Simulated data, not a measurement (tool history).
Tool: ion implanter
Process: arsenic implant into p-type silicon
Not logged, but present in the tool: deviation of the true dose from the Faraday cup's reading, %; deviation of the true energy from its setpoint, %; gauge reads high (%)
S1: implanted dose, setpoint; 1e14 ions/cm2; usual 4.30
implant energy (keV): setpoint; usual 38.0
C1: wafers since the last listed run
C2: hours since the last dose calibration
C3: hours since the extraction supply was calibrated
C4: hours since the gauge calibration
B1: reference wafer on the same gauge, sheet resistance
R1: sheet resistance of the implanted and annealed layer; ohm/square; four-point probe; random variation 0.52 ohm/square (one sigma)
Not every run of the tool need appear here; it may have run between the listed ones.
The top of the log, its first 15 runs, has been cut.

{"run": 16, "day": 58.404, "S1": 3.93, "implant energy (keV)": 38.0, "C1": 1605, "C2": 761.1, "C3": 804.6, "C4": 2534.7, "B1": 179.15, "R1": 227.36}
{"day": 59.208, "done": "gauge calibrated"}
{"run": 17, "day": 61.338, "S1": 3.62, "implant energy (keV)": 45.0, "C1": 1561, "C2": 831.5, "C3": 875.0, "C4": 51.1, "B1": 175.53, "R1": 231.09}
{"run": 18, "day": 65.712, "S1": 3.15, "implant energy (keV)": 25.0, "C1": 2328, "C2": 936.5, "C3": 980.0, "C4": 156.1, "B1": 176.03, "R1": 278.88}
{"run": 19, "day": 69.175, "S1": 3.95, "implant energy (keV)": 30.5, "C1": 1842, "C2": 1019.6, "C3": 1063.1, "C4": 239.2, "B1": 176.33, "R1": 230.16}
{"run": 20, "day": 72.412, "S1": 4.3, "implant energy (keV)": 43.0, "C1": 1722, "C2": 1097.3, "C3": 1140.8, "C4": 316.9, "B1": 176.82, "R1": 205.42}
{"run": 21, "day": 76.342, "S1": 4.87, "implant energy (keV)": 42.5, "C1": 2091, "C2": 1191.6, "C3": 1235.1, "C4": 411.2, "B1": 176.91, "R1": 187.38}
{"run": 22, "day": 79.954, "S1": 3.71, "implant energy (keV)": 26.0, "C1": 1922, "C2": 1278.3, "C3": 1321.8, "C4": 497.9, "B1": 177.51, "R1": 247.59}
{"run": 23, "day": 82.517, "S1": 4.3, "implant energy (keV)": 38.0, "C1": 1363, "C2": 1339.8, "C3": 1383.3, "C4": 559.4, "B1": 177.82, "R1": 211.1}
{"run": 24, "day": 85.567, "S1": 4.92, "implant energy (keV)": 47.0, "C1": 1623, "C2": 1413.0, "C3": 1456.5, "C4": 632.6, "B1": 177.8, "R1": 183.87}
{"run": 25, "day": 87.625, "S1": 3.06, "implant energy (keV)": 43.0, "C1": 1095, "C2": 1462.4, "C3": 1505.9, "C4": 682.0, "B1": 177.77, "R1": 267.74}
{"day": 88.3, "done": "Faraday cup replaced and dose calibrated"}
{"run": 26, "day": 89.404, "S1": 3.75, "implant energy (keV)": 32.0, "C1": 769, "C2": 26.5, "C3": 1548.6, "C4": 724.7, "B1": 178.2, "R1": 239.87}
{"run": 27, "day": 91.829, "S1": 5.01, "implant energy (keV)": 25.0, "C1": 1290, "C2": 84.7, "C3": 1606.8, "C4": 782.9, "B1": 178.22, "R1": 200.19}
{"run": 28, "day": 94.188, "S1": 3.03, "implant energy (keV)": 31.5, "C1": 1255, "C2": 141.3, "C3": 1663.4, "C4": 839.5, "B1": 178.28, "R1": 282.58}
{"run": 29, "day": 98.604, "S1": 4.3, "implant energy (keV)": 38.0, "C1": 2350, "C2": 247.3, "C3": 1769.4, "C4": 945.5, "B1": 178.47, "R1": 211.54}
{"run": 30, "day": 101.804, "S1": 3.81, "implant energy (keV)": 51.0, "C1": 1702, "C2": 324.1, "C3": 1846.2, "C4": 1022.3, "B1": 178.5, "R1": 221.09}
{"run": 31, "day": 105.188, "S1": 3.74, "implant energy (keV)": 42.5, "C1": 1800, "C2": 405.3, "C3": 1927.4, "C4": 1103.5, "B1": 179.02, "R1": 231.13}
{"run": 32, "day": 107.458, "S1": 5.49, "implant energy (keV)": 50.5, "C1": 1208, "C2": 459.8, "C3": 1981.9, "C4": 1158.0, "B1": 179.02, "R1": 168.85}
{"run": 33, "day": 109.312, "S1": 5.54, "implant energy (keV)": 38.0, "C1": 986, "C2": 504.3, "C3": 2026.4, "C4": 1202.5, "B1": 179.03, "R1": 175.43}
{"run": 34, "day": 113.358, "S1": 4.83, "implant energy (keV)": 41.5, "C1": 2153, "C2": 601.4, "C3": 2123.5, "C4": 1299.6, "B1": 179.06, "R1": 191.32}
{"run": 35, "day": 115.229, "S1": 4.67, "implant energy (keV)": 26.5, "C1": 995, "C2": 646.3, "C3": 2168.4, "C4": 1344.5, "B1": 179.14, "R1": 210.77}
{"run": 36, "day": 119.688, "S1": 4.3, "implant energy (keV)": 38.0, "C1": 2372, "C2": 753.3, "C3": 2275.4, "C4": 1451.5, "B1": 179.25, "R1": 212.14}
{"run": 37, "day": 123.171, "S1": 4.3, "implant energy (keV)": 38.0, "C1": 1853, "C2": 836.9, "C3": 2359.0, "C4": 1535.1, "B1": 179.42, "R1": 212.19}
{"run": 38, "day": 127.088, "S1": 4.69, "implant energy (keV)": 27.5, "C1": 2084, "C2": 930.9, "C3": 2453.0, "C4": 1629.1, "B1": 179.46, "R1": 208.98}

Each row is a separate what-if for the run after 38, all from the same tool condition, not one after another. Results?
{"run": "A", "day": 127.104, "S1": 4.3, "implant energy (keV)": 26.0, "C1": 8, "C2": 931.3, "C3": 2453.4, "C4": 1629.5, "B1": "?", "R1": "?"}
{"run": "B", "day": 127.104, "S1": 5.48, "implant energy (keV)": 38.0, "C1": 8, "C2": 931.3, "C3": 2453.4, "C4": 1629.5, "B1": "?", "R1": "?"}
{"run": "C", "day": 127.104, "S1": 3.53, "implant energy (keV)": 48.5, "C1": 8, "C2": 931.3, "C3": 2453.4, "C4": 1629.5, "B1": "?", "R1": "?"}

run=A B1=179.72 R1=224.64
run=B B1=179.72 R1=177.04
run=C B1=179.72 R1=237.44
Stripped of hidden state, with their random variation kept, the same runs would have yielded:
run=A R1=219.05
run=B R1=172.64
run=C R1=231.53
